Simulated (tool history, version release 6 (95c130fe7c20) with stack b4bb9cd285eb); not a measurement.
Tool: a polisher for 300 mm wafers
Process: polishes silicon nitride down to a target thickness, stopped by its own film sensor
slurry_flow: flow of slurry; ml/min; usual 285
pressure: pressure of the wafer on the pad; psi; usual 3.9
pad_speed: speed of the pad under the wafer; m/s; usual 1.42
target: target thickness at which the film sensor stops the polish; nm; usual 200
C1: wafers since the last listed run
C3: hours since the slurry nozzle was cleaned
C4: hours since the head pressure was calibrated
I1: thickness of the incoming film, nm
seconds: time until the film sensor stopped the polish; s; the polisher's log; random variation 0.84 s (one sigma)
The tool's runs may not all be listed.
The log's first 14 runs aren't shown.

-- hour=1326.7 worn pad replaced by a new one
run 15 hour=1461.5 | slurry_flow=230 pressure=4.4 pad_speed=1.72 target=141 | C1=2299 wafers_polished_on_this_pad=1231 C3=752.8 C4=585.1 | I1=376.5 | seconds=80.5
-- hour=1601.5 slurry nozzle cleaned
-- hour=1629.2 head pressure recalibrated
run 16 hour=1667.7 | slurry_flow=285 pressure=3.9 pad_speed=1.42 target=200 | C1=1857 wafers_polished_on_this_pad=3089 C3=66.2 C4=38.5 | I1=377.1 | seconds=79.5
run 17 hour=1740.9 | slurry_flow=285 pressure=3.9 pad_speed=1.42 target=200 | C1=669 wafers_polished_on_this_pad=3758 C3=139.4 C4=111.7 | I1=377.8 | seconds=81.9
run 18 hour=1817.4 | slurry_flow=285 pressure=3.9 pad_speed=1.76 target=200 | C1=699 wafers_polished_on_this_pad=4458 C3=215.9 C4=188.2 | I1=379.6 | seconds=69.9
run 19 hour=1854.8 | slurry_flow=285 pressure=3.9 pad_speed=1.42 target=200 | C1=341 wafers_polished_on_this_pad=4800 C3=253.3 C4=225.6 | I1=379.4 | seconds=82.7
run 20 hour=1951.2 | slurry_flow=285 pressure=3.9 pad_speed=1.42 target=172 | C1=881 wafers_polished_on_this_pad=5681 C3=349.7 C4=322 | I1=377.6 | seconds=95.3
run 21 hour=2001.5 | slurry_flow=285 pressure=3.9 pad_speed=1.42 target=200 | C1=459 wafers_polished_on_this_pad=6141 C3=400 C4=372.3 | I1=386.6 | seconds=88.4
run 22 hour=2068 | slurry_flow=375 pressure=3.2 pad_speed=1.42 target=148 | C1=607 wafers_polished_on_this_pad=6749 C3=466.5 C4=438.8 | I1=375.3 | seconds=130.2
run 23 hour=2170.6 | slurry_flow=285 pressure=3.9 pad_speed=1.16 target=200 | C1=937 wafers_polished_on_this_pad=7687 C3=569.1 C4=541.4 | I1=374.3 | seconds=97.5
-- hour=2183.3 worn pad replaced by a new one
run 24 hour=2247.8 | slurry_flow=220 pressure=4.8 pad_speed=1.42 target=157 | C1=669 wafers_polished_on_this_pad=589 C3=646.3 C4=618.6 | I1=376.6 | seconds=81.3
-- hour=2301.2 head pressure recalibrated
run 25 hour=2311.5 | slurry_flow=285 pressure=3.9 pad_speed=1.42 target=200 | C1=564 wafers_polished_on_this_pad=1153 C3=710 C4=10.3 | I1=378.4 | seconds=77.2
run 26 hour=2356.6 | slurry_flow=285 pressure=4.9 pad_speed=1.26 target=249 | C1=412 wafers_polished_on_this_pad=1565 C3=755.1 C4=55.4 | I1=379.7 | seconds=50.2
run 27 hour=2395.9 | slurry_flow=285 pressure=3.9 pad_speed=1.42 target=200 | C1=359 wafers_polished_on_this_pad=1925 C3=794.4 C4=94.7 | I1=376.3 | seconds=79.2
-- hour=2451.7 slurry nozzle cleaned
run 28 hour=2467.6 | slurry_flow=285 pressure=2.9 pad_speed=1.54 target=258 | C1=646 wafers_polished_on_this_pad=2571 C3=15.9 C4=166.4 | I1=382 | seconds=69.6
run 29 hour=2526 | slurry_flow=230 pressure=3.9 pad_speed=1.42 target=200 | C1=533 wafers_polished_on_this_pad=3105 C3=74.3 C4=224.8 | I1=376 | seconds=82
run 30 hour=2593 | slurry_flow=250 pressure=3.9 pad_speed=1.42 target=161 | C1=612 wafers_polished_on_this_pad=3717 C3=141.3 C4=291.8 | I1=383.5 | seconds=100.8
run 31 hour=2644.5 | slurry_flow=220 pressure=3.9 pad_speed=1.42 target=200 | C1=470 wafers_polished_on_this_pad=4188 C3=192.8 C4=343.3 | I1=375 | seconds=83.3
run 32 hour=2698.3 | slurry_flow=285 pressure=5.1 pad_speed=1.9 target=200 | C1=491 wafers_polished_on_this_pad=4680 C3=246.6 C4=397.1 | I1=383.3 | seconds=51.3
run 33 hour=2776.5 | slurry_flow=185 pressure=4.5 pad_speed=1.76 target=216 | C1=714 wafers_polished_on_this_pad=5395 C3=324.8 C4=475.3 | I1=381.2 | seconds=59.2
run 34 hour=2883.6 | slurry_flow=285 pressure=3.9 pad_speed=1.68 target=200 | C1=979 wafers_polished_on_this_pad=6374 C3=431.9 C4=582.4 | I1=386.3 | seconds=76.6
-- hour=2897.9 worn pad replaced by a new one
run 35 hour=2978 | slurry_flow=310 pressure=4.5 pad_speed=1.42 target=200 | C1=826 wafers_polished_on_this_pad=732 C3=526.3 C4=676.8 | I1=379.7 | seconds=67.6
run 36 hour=3056 | slurry_flow=285 pressure=4.9 pad_speed=1.42 target=229 | C1=713 wafers_polished_on_this_pad=1445 C3=604.3 C4=754.8 | I1=378.9 | seconds=52.6
run 37 hour=3094.5 | slurry_flow=360 pressure=3.9 pad_speed=1.42 target=200 | C1=351 wafers_polished_on_this_pad=1797 C3=642.8 C4=793.3 | I1=381.5 | seconds=77.2

Forecast each of these 4 alternatives for the next run:
run A hour=3094.9 | slurry_flow=285 pressure=3.9 pad_speed=1.66 target=200 | C1=3 wafers_polished_on_this_pad=1800 C3=643.2 C4=793.7 | I1=381 | seconds=?
run B hour=3094.9 | slurry_flow=200 pressure=3 pad_speed=1.88 target=143 | C1=3 wafers_polished_on_this_pad=1800 C3=643.2 C4=793.7 | I1=381 | seconds=?
run C hour=3094.9 | slurry_flow=285 pressure=3.9 pad_speed=1.42 target=146 | C1=3 wafers_polished_on_this_pad=1800 C3=643.2 C4=793.7 | I1=381 | seconds=?
run D hour=3094.9 | slurry_flow=315 pressure=3.3 pad_speed=1.42 target=200 | C1=3 wafers_polished_on_this_pad=1800 C3=643.2 C4=793.7 | I1=381 | seconds=?

run=A seconds=70.5
run=B seconds=114.1
run=C seconds=103.6
run=D seconds=93.4
Without the tool's hidden state the same runs would have given:
run=A seconds=68.8
run=B seconds=111.4
run=C seconds=101.2
run=D seconds=91.2
